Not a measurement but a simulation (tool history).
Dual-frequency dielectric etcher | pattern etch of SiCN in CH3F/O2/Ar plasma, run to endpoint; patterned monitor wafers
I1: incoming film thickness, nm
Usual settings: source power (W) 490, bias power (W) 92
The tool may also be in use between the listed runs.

Run 1, day 0.000: usual settings but source power (W) 570; I1 9.83. Result: endpoint time (s) 19.9.
Run 2, day 0.688: usual settings but source power (W) 570; I1 9.89. Result: endpoint time (s) 20.1.
Run 3, day 0.942: usual settings but source power (W) 570; I1 9.97. Result: endpoint time (s) 20.2.
Run 4, day 1.567: usual settings but bias power (W) 98; I1 10.05. Result: endpoint time (s) 20.7.
Run 5, day 2.000: usual settings but bias power (W) 98; I1 9.93. Result: endpoint time (s) 20.5.
Run 6, day 2.475: usual settings but bias power (W) 98; I1 9.94. Result: endpoint time (s) 20.5.
Run 7, day 3.154: usual settings but source power (W) 580; I1 9.91. Result: endpoint time (s) 19.8.
Run 8, day 3.767: usual settings but source power (W) 580; I1 9.91. Result: endpoint time (s) 20.3.
Run 9, day 4.425: usual settings but bias power (W) 102; I1 9.93. Result: endpoint time (s) 20.3.
Run 10, day 4.900: usual settings but bias power (W) 102; I1 9.93. Result: endpoint time (s) 20.1.
At day 5.162: source power generator calibrated.
Run 11, day 5.362: usual settings; I1 9.93. Result: endpoint time (s) 21.2.
Run 12, day 5.717: usual settings but bias power (W) 78; I1 9.84. Result: endpoint time (s) 22.8.
At day 7.233: upper electrode replaced.
At day 8.067: bias power generator calibrated.
At day 8.200: wet clean of the chamber.
Run 13, day 8.221: usual settings but source power (W) 530; I1 9.93. Result: endpoint time (s) 19.9.
Run 14, day 8.238: usual settings but bias power (W) 73; I1 9.94. Result: endpoint time (s) 22.9.
Run 15, day 8.250: usual settings; I1 9.71. Result: endpoint time (s) 19.8.
Run 16, day 8.767: usual settings; I1 9.83. Result: endpoint time (s) 20.3.
Run 17, day 9.062: usual settings but bias power (W) 103; I1 9.97. Result: endpoint time (s) 19.6.
Run 18, day 9.546: usual settings but source power (W) 590, bias power (W) 70; I1 9.85. Result: endpoint time (s) 21.8.
Run 19, day 10.092: usual settings but source power (W) 400; I1 9.93. Result: endpoint time (s) 22.0.
Run 20, day 10.812: usual settings but source power (W) 590, bias power (W) 101; I1 9.84. Result: endpoint time (s) 18.5.

3 ways to go on from here, each from the tool as it stands after run 20. What would each give?
Run A, day 10.829: usual settings but bias power (W) 100; I1 9.99. Result: endpoint time (s) ?.
Run B, day 10.829: usual settings but source power (W) 520, bias power (W) 99; I1 9.99. Result: endpoint time (s) ?.
Run C, day 10.829: usual settings but bias power (W) 77; I1 9.99. Result: endpoint time (s) ?.

run  endpoint time (s)
  A               19.9
  B               19.7
  C               22.6
Without the tool's hidden state the same runs would have given:
run  endpoint time (s)
  A               19.9
  B               19.6
  C               22.5

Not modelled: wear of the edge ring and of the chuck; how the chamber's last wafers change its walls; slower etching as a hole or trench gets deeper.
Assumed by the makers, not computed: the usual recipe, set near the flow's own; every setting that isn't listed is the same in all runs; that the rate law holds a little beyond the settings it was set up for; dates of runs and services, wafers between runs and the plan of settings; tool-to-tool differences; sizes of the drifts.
